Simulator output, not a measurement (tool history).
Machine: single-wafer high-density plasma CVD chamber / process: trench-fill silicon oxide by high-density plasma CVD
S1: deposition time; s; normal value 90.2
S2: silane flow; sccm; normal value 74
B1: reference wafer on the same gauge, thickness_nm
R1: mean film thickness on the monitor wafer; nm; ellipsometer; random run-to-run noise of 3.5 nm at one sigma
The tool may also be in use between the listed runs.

| run | day | S1 | S2 | B1 | R1 |
|---|---|---|---|---|---|
| 1 | 0 | 90.2 | 74 | 531.957 | 609.931 |
| 2 | 1.892 | 90.2 | 74 | 532.283 | 611.825 |
| 3 | 4.167 | 90.2 | 74 | 532.407 | 607.812 |
| 4 | 8.2 | 90.2 | 74 | 530.795 | 613.661 |
| 5 | 9.879 | 90.2 | 74 | 530.904 | 613.995 |
| 6 | 11.892 | 90.2 | 74 | 531.754 | 609.029 |
| 7 | 14.154 | 90.2 | 74 | 532.054 | 613.702 |
| 8 | 16.625 | 90.2 | 64 | 531.181 | 536.277 |
| 9 | 18.983 | 90.2 | 64 | 533.415 | 525.847 |
| 10 | 23.346 | 90.2 | 83 | 531.423 | 690.843 |
| 11 | 27.7 | 90.2 | 83 | 531.222 | 683.746 |
| 12 | 31.338 | 90.2 | 74 | 531.403 | 611.625 |
| 13 | 35.754 | 90.2 | 74 | 532.227 | 613.859 |
| 14 | 37.75 | 90.2 | 74 | 532.255 | 612.768 |
| 15 | 39.317 | 90.2 | 74 | 529.768 | 612.698 |
|  | 40.304 | silane flow controller replaced |
| 16 | 41.183 | 100.4 | 61 | 533.084 | 561.228 |
| 17 | 49.362 | 95.9 | 74 | 531.956 | 652.995 |
| 18 | 53.254 | 90.2 | 79 | 531.56 | 653.957 |
| 19 | 55.267 | 101.6 | 65 | 530.742 | 605.793 |
| 20 | 57.338 | 90.2 | 74 | 531.932 | 609.458 |
| 21 | 59.629 | 90.2 | 74 | 532.379 | 616.67 |
| 22 | 63.758 | 74.9 | 86 | 531.422 | 591.304 |

The next listed run, before its measurement:
| 23 | 65.883 | 90.2 | 69 | ? | ? |

B1: 532.599
R1: 569.659 nm
Without the tool's hidden state the same run would have given R1 569.659 nm.
